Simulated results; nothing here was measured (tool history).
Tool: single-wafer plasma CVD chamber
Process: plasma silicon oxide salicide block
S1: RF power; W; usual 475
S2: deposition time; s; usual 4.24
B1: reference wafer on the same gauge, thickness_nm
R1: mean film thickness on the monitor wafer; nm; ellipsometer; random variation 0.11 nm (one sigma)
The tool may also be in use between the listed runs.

run    hour   S1    S2      B1      R1
  1     0.0  440  4.24  36.636  38.562
  2    53.5  440  4.24  36.571  38.543
  3   105.4  475  4.24  36.582  39.080
  4   202.7  475  4.24  36.604  39.034
  5   258.7  475  4.24  36.639  38.805
      273.4  -- RF generator calibrated
  6   394.5  475  4.24  36.578  39.376
  7   431.1  475  4.24  36.622  39.167
  8   517.9  545  4.24  36.624  40.208
  9   771.5  545  4.24  36.584  40.138
 10   876.0  545  4.24  36.608  40.220
 11   958.9  550  4.24  36.609  40.096
 12  1049.9  550  4.24  36.564  40.133
 13  1111.9  475  4.24  36.633  39.346
 14  1417.4  475  4.24  36.610  38.981
 15  1505.0  475  4.24  36.597  39.013
     1518.2  -- RF generator calibrated
 16  1584.5  475  4.24  36.613  38.639
 17  1688.9  565  3.58  36.583  33.810
 18  1777.4  400  4.24  36.652  37.584
 19  1875.5  475  4.24  36.626  38.886
     1876.9  -- gauge calibrated
 20  2066.5  555  3.53  36.612  33.177
     2107.4  -- RF generator calibrated, repeated, since the last time left the tool worse
 21  2123.2  475  4.24  36.614  39.283
 22  2225.5  475  4.24  36.595  39.473
     2265.1  -- showerhead replaced
 23  2505.3  505  4.91  36.604  45.868
 24  2604.6  555  3.46  36.589  32.839
 25  2698.5  550  3.71  36.630  34.985
 26  2770.4  475  4.24  36.576  39.333
 27  2828.9  520  3.57  36.571  33.390
 28  3152.7  560  4.67  36.584  44.501
 29  3219.4  475  4.24  36.595  38.951
 30  3283.8  540  3.42  36.648  32.025
 31  3339.7  475  4.24  36.596  39.026
     3402.7  -- RF generator calibrated
 32  3430.4  420  4.24  36.585  38.447

Some steps in R1 between neighbouring runs. How much of each would the tool show without its hidden state too (settings, what came in, random variation), and how much is left for the hidden state, with any gauge scatter that isn't in both results?
The hidden state here: delivered RF power above the setpoint (%); gauge reads high (%).
Run 5 -> 6: RF generator calibrated. R1 +0.571 nm: hidden state +0.337, all else +0.234.
Run 20 -> 21: S1 555 -> 475, S2 3.53 -> 4.24, RF generator calibrated, repeated, since the last time left the tool worse. R1 +6.106 nm: hidden state +0.556, all else +5.550.
Run 23 -> 24: S1 505 -> 555, S2 4.91 -> 3.46. R1 -13.029 nm: hidden state +0.037, all else -13.066.
Run 27 -> 28: S1 520 -> 560, S2 3.57 -> 4.67. R1 +11.111 nm: hidden state -0.190, all else +11.301.
Run 30 -> 31: S1 540 -> 475, S2 3.42 -> 4.24. R1 +7.001 nm: hidden state -0.092, all else +7.093.
Run 31 -> 32: S1 475 -> 420, RF generator calibrated. R1 -0.579 nm: hidden state +0.407, all else -0.986.

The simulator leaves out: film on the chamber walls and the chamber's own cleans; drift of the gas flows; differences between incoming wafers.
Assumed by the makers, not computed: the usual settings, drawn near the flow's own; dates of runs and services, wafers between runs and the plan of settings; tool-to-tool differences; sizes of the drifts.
